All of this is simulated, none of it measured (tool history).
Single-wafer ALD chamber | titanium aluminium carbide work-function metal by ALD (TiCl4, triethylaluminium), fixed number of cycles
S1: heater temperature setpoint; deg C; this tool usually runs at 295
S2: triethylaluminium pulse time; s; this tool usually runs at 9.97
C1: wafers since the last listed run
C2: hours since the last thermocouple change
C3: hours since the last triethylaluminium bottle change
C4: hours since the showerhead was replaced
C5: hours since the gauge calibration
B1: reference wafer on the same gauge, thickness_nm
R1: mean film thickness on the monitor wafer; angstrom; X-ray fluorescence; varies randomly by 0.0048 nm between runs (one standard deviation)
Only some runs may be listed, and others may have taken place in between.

run   hour   S1     S2    C1      C2     C3      C4     C5     B1     R1
  1    0.0  304   9.97     0  1107.5  518.8  4748.0  424.2  1.798  18.84
  2   61.6  295   9.97   879  1169.1  580.4  4809.6  485.8  1.801  18.00
  3  132.7  295   9.97  1015  1240.2  651.5  4880.7  556.9  1.801  17.92
  4  201.1  295   9.97   976  1308.6  719.9  4949.1  625.3  1.799  18.03
  5  229.1  295   9.97   399  1336.6  747.9  4977.1  653.3  1.799  17.86
  6  260.0  295   9.97   441  1367.5  778.8  5008.0  684.2  1.800  17.96
  7  312.9  295   9.97   755  1420.4  831.7  5060.9  737.1  1.802  17.89
     325.7  -- showerhead replaced
  8  463.8  295   9.97  2040  1571.3  982.6   138.1  888.0  1.799  17.81
     501.2  -- triethylaluminium bottle replaced
  9  501.7  285   9.97   427  1609.2    0.5   176.0  925.9  1.798  17.63
     542.0  -- gauge calibrated
 10  552.4  295   9.97   724  1659.9   51.2   226.7   10.4  1.798  18.49
     599.3  -- thermocouple changed; heater temperature recalibrated
 11  609.0  290   8.81   694     9.7  107.8   283.3   67.0  1.799  17.66
 12  642.8  286  13.95   482    43.5  141.6   317.1  100.8  1.801  18.02
 13  689.1  295   9.97   661    89.8  187.9   363.4  147.1  1.799  18.26
 14  734.9  301  11.85   654   135.6  233.7   409.2  192.9  1.802  19.15
 15  772.6  305  13.71   538   173.3  271.4   446.9  230.6  1.798  19.80
 16  833.5  304  11.01   869   234.2  332.3   507.8  291.5  1.802  19.17
 17  871.1  295   9.97   537   271.8  369.9   545.4  329.1  1.801  18.08
 18  900.1  288  13.09   414   300.8  398.9   574.4  358.1  1.798  18.01

3 ways to go on from here, each from the tool as it stands after run 18. What would each give?
  A  900.5  295   8.49   5  301.2  399.3  574.8  358.5   ?   ?
  B  900.5  295   6.67   5  301.2  399.3  574.8  358.5   ?   ?
  C  900.5  282  12.94   5  301.2  399.3  574.8  358.5   ?   ?

run     B1     R1
  A  1.800  17.49
  B  1.800  16.58
  C  1.800  17.38
Take away the tool's hidden state, keep each run's random variation, and the runs would have read:
run     R1
  A  18.23
  B  17.56
  C  17.69

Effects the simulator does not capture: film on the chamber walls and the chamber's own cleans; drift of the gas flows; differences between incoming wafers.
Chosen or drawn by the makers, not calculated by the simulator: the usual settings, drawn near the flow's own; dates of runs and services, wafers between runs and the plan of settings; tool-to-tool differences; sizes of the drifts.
